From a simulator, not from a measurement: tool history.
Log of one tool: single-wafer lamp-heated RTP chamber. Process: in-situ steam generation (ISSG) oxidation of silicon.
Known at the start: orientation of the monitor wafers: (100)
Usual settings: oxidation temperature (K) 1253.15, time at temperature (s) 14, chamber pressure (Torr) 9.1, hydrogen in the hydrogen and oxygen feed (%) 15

| run | hour | oxidation temperature (K) | time at temperature (s) | chamber pressure (Torr) | hydrogen in the hydrogen and oxygen feed (%) | wafers since the last listed run | wafers since the last pyrometer calibration | hours since the pressure gauge was zeroed | hours since the hydrogen flow controller was replaced | hours since the gauge calibration | read-back reference wafer on the same gauge, thickness | oxide thickness on the monitor wafer (nm) |
|---|---|---|---|---|---|---|---|---|---|---|---|---|
| 1 | 0 | 1253.15 | 14 | 9.1 | 15 | 0 | 2404 | 2009.3 | 4084.5 | 288.9 | 4.061 | 4.056 |
| 2 | 32.8 | 1253.15 | 14 | 9.1 | 15 | 290 | 2695 | 2042.1 | 4117.3 | 321.7 | 4.062 | 4.074 |
|  | 80.1 | pyrometer window cleaned and pyrometer calibrated |
| 3 | 91.2 | 1253.15 | 14 | 9.1 | 15 | 446 | 98 | 2100.5 | 4175.7 | 380.1 | 4.059 | 3.999 |
| 4 | 120 | 1253.15 | 14 | 9.1 | 15 | 255 | 353 | 2129.3 | 4204.5 | 408.9 | 4.059 | 4.005 |
| 5 | 162.3 | 1253.15 | 14 | 9.1 | 15 | 375 | 728 | 2171.6 | 4246.8 | 451.2 | 4.061 | 4.009 |
| 6 | 202 | 1253.15 | 14 | 9.1 | 15 | 352 | 1080 | 2211.3 | 4286.5 | 490.9 | 4.061 | 4.018 |
| 7 | 256.2 | 1253.15 | 14 | 9.1 | 15 | 480 | 1561 | 2265.5 | 4340.7 | 545.1 | 4.062 | 4.029 |
| 8 | 294.7 | 1253.15 | 14 | 9.1 | 15 | 341 | 1902 | 2304 | 4379.2 | 583.6 | 4.062 | 4.029 |
| 9 | 326.1 | 1253.15 | 18 | 9.1 | 15 | 278 | 2181 | 2335.4 | 4410.6 | 615 | 4.057 | 4.512 |
| 10 | 356.8 | 1253.15 | 18 | 9.1 | 15 | 272 | 2453 | 2366.1 | 4441.3 | 645.7 | 4.058 | 4.536 |
|  | 395.4 | pyrometer window cleaned and pyrometer calibrated |
| 11 | 408.5 | 1253.15 | 18 | 9.1 | 15 | 387 | 115 | 2417.8 | 4493 | 697.4 | 4.064 | 4.474 |
| 12 | 457 | 1253.15 | 14 | 9.1 | 15 | 430 | 545 | 2466.3 | 4541.5 | 745.9 | 4.061 | 4.027 |
| 13 | 508.6 | 1253.15 | 14 | 9.1 | 15 | 457 | 1003 | 2517.9 | 4593.1 | 797.5 | 4.06 | 4.025 |
| 14 | 565.1 | 1253.15 | 14 | 9.1 | 15 | 501 | 1504 | 2574.4 | 4649.6 | 854 | 4.061 | 4.032 |
| 15 | 629.2 | 1253.15 | 14 | 9.1 | 15 | 568 | 2073 | 2638.5 | 4713.7 | 918.1 | 4.061 | 4.042 |
|  | 686.3 | pyrometer window cleaned and pyrometer calibrated |
| 16 | 686.8 | 1253.15 | 14 | 9.1 | 15 | 439 | 4 | 2696.1 | 4771.3 | 975.7 | 4.06 | 4.014 |
| 17 | 741.2 | 1253.15 | 14 | 9.1 | 15 | 482 | 486 | 2750.5 | 4825.7 | 1030.1 | 4.062 | 4.019 |
| 18 | 796.8 | 1243.15 | 18 | 9.1 | 22 | 493 | 979 | 2806.1 | 4881.3 | 1085.7 | 4.058 | 4.711 |
|  | 822.2 | pressure gauge zeroed |
| 19 | 842.3 | 1253.15 | 19 | 8 | 15 | 332 | 1312 | 20.1 | 4926.8 | 1131.2 | 4.06 | 4.618 |
| 20 | 868.3 | 1238.15 | 14 | 9.1 | 12 | 230 | 1542 | 46.1 | 4952.8 | 1157.2 | 4.061 | 3.675 |
| 21 | 893.4 | 1253.15 | 13 | 9.1 | 15 | 222 | 1765 | 71.2 | 4977.9 | 1182.3 | 4.058 | 3.914 |
| 22 | 942.1 | 1253.15 | 19 | 9.1 | 11 | 431 | 2197 | 119.9 | 5026.6 | 1231 | 4.061 | 4.345 |
| 23 | 1013.3 | 1237.15 | 10 | 9.1 | 11 | 631 | 2828 | 191.1 | 5097.8 | 1302.2 | 4.058 | 3.168 |
|  | 1037.5 | pyrometer window cleaned and pyrometer calibrated |
| 24 | 1064.4 | 1253.15 | 14 | 10.2 | 23 | 382 | 238 | 242.2 | 5148.9 | 1353.3 | 4.059 | 4.331 |
|  | 1066.8 | gauge calibrated |
|  | 1116.3 | hydrogen flow controller replaced |
| 25 | 1127.5 | 1253.15 | 10 | 9.1 | 21 | 488 | 726 | 305.3 | 11.2 | 60.7 | 4.06 | 3.767 |
| 26 | 1178.9 | 1253.15 | 19 | 9.9 | 15 | 455 | 1182 | 356.7 | 62.6 | 112.1 | 4.059 | 4.545 |
| 27 | 1238.2 | 1262.15 | 17 | 9.1 | 22 | 525 | 1708 | 416 | 121.9 | 171.4 | 4.062 | 4.916 |
| 28 | 1270.4 | 1269.15 | 18 | 8.2 | 11 | 285 | 1994 | 448.2 | 154.1 | 203.6 | 4.06 | 4.485 |
| 29 | 1307.9 | 1245.15 | 14 | 8.4 | 15 | 332 | 2326 | 485.7 | 191.6 | 241.1 | 4.06 | 3.968 |
|  | 1342.8 | pyrometer window cleaned and pyrometer calibrated |
| 30 | 1374.7 | 1253.15 | 11 | 9.1 | 15 | 521 | 282 | 552.5 | 258.4 | 307.9 | 4.059 | 3.628 |
| 31 | 1413.8 | 1253.15 | 14 | 9.1 | 15 | 346 | 629 | 591.6 | 297.5 | 347 | 4.059 | 4.027 |
| 32 | 1454.8 | 1253.15 | 14 | 9.1 | 15 | 363 | 993 | 632.6 | 338.5 | 388 | 4.06 | 4.024 |

Hidden state or all else? Some run-to-run changes of oxide thickness on the monitor wafer (nm), split into what the settings, what came in and random variation would give without the hidden state, and what is left for the hidden state (with any gauge scatter that isn't in both results):
The hidden state here: true wafer temperature minus pyrometer reading, K; true pressure minus gauge reading, Torr; deviation of the hydrogen flow from its setpoint, %; gauge reads high (%).
Run 2 -> 3: pyrometer window cleaned and pyrometer calibrated. oxide thickness on the monitor wafer (nm) -0.075: hidden state -0.064, all else -0.011.
Run 10 -> 11: pyrometer window cleaned and pyrometer calibrated. oxide thickness on the monitor wafer (nm) -0.062: hidden state -0.048, all else -0.014.
Run 19 -> 20: oxidation temperature (K) 1253.15 -> 1238.15, time at temperature (s) 19 -> 14, chamber pressure (Torr) 8 -> 9.1, hydrogen in the hydrogen and oxygen feed (%) 15 -> 12. oxide thickness on the monitor wafer (nm) -0.943: hidden state -0.005, all else -0.938.
Run 22 -> 23: oxidation temperature (K) 1253.15 -> 1237.15, time at temperature (s) 19 -> 10. oxide thickness on the monitor wafer (nm) -1.177: hidden state -0.013, all else -1.164.
Run 23 -> 24: oxidation temperature (K) 1237.15 -> 1253.15, time at temperature (s) 10 -> 14, chamber pressure (Torr) 9.1 -> 10.2, hydrogen in the hydrogen and oxygen feed (%) 11 -> 23, pyrometer window cleaned and pyrometer calibrated. oxide thickness on the monitor wafer (nm) +1.163: hidden state -0.044, all else +1.207.
